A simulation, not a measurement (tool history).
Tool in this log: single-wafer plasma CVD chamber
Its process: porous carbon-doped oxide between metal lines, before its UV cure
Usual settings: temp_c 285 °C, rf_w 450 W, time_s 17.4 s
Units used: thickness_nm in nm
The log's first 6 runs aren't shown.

| run | hour | temp_c | rf_w | time_s | read-back reference wafer on the same gauge, thickness_nm | thickness_nm |
|---|---|---|---|---|---|---|
| 7 | 277.1 | 285 | 450 | 17.4 | 112.976 | 106.158 |
| 8 | 343.9 | 285 | 450 | 17.4 | 113.006 | 106.086 |
| 9 | 412 | 285 | 450 | 17.4 | 112.927 | 105.677 |
| 10 | 474.8 | 285 | 450 | 17.4 | 112.981 | 106.05 |
|  | 517.7 | RF generator calibrated |
| 11 | 530.8 | 285 | 450 | 17.4 | 112.964 | 106.289 |
| 12 | 597.4 | 285 | 450 | 17.4 | 113.029 | 106.118 |
| 13 | 649.9 | 278 | 450 | 17.4 | 112.969 | 110.268 |
| 14 | 706.6 | 285 | 450 | 18.5 | 113.011 | 112.17 |
| 15 | 743.2 | 277 | 450 | 17.4 | 113.045 | 111.21 |
| 16 | 814 | 285 | 450 | 17.4 | 112.975 | 106.293 |
|  | 847.6 | gauge calibrated |
| 17 | 849.9 | 298 | 520 | 20.6 | 113.102 | 129.044 |
| 18 | 1010.7 | 293 | 510 | 17.4 | 113.044 | 110.907 |
|  | 1026.8 | showerhead replaced |
| 19 | 1057.1 | 285 | 450 | 17.4 | 113.032 | 106.037 |
| 20 | 1082.3 | 275 | 515 | 14.5 | 113.029 | 103.168 |
| 21 | 1136 | 297 | 415 | 17.4 | 113.052 | 92.903 |
| 22 | 1181.1 | 295 | 505 | 19.1 | 113.012 | 119.485 |
| 23 | 1226.8 | 285 | 450 | 17.4 | 112.973 | 105.983 |
| 24 | 1270.7 | 285 | 480 | 16.2 | 113.008 | 103.666 |

Expected results for the next run?
| 25 | 1326.7 | 285 | 450 | 15.9 | ? | ? |

For run 25 the tool returned read-back reference wafer on the same gauge, thickness_nm 113.037, thickness_nm 97.376 nm.
With the hidden condition absent and the run-to-run variation left alone, this run would have shown thickness_nm 97.376 nm.

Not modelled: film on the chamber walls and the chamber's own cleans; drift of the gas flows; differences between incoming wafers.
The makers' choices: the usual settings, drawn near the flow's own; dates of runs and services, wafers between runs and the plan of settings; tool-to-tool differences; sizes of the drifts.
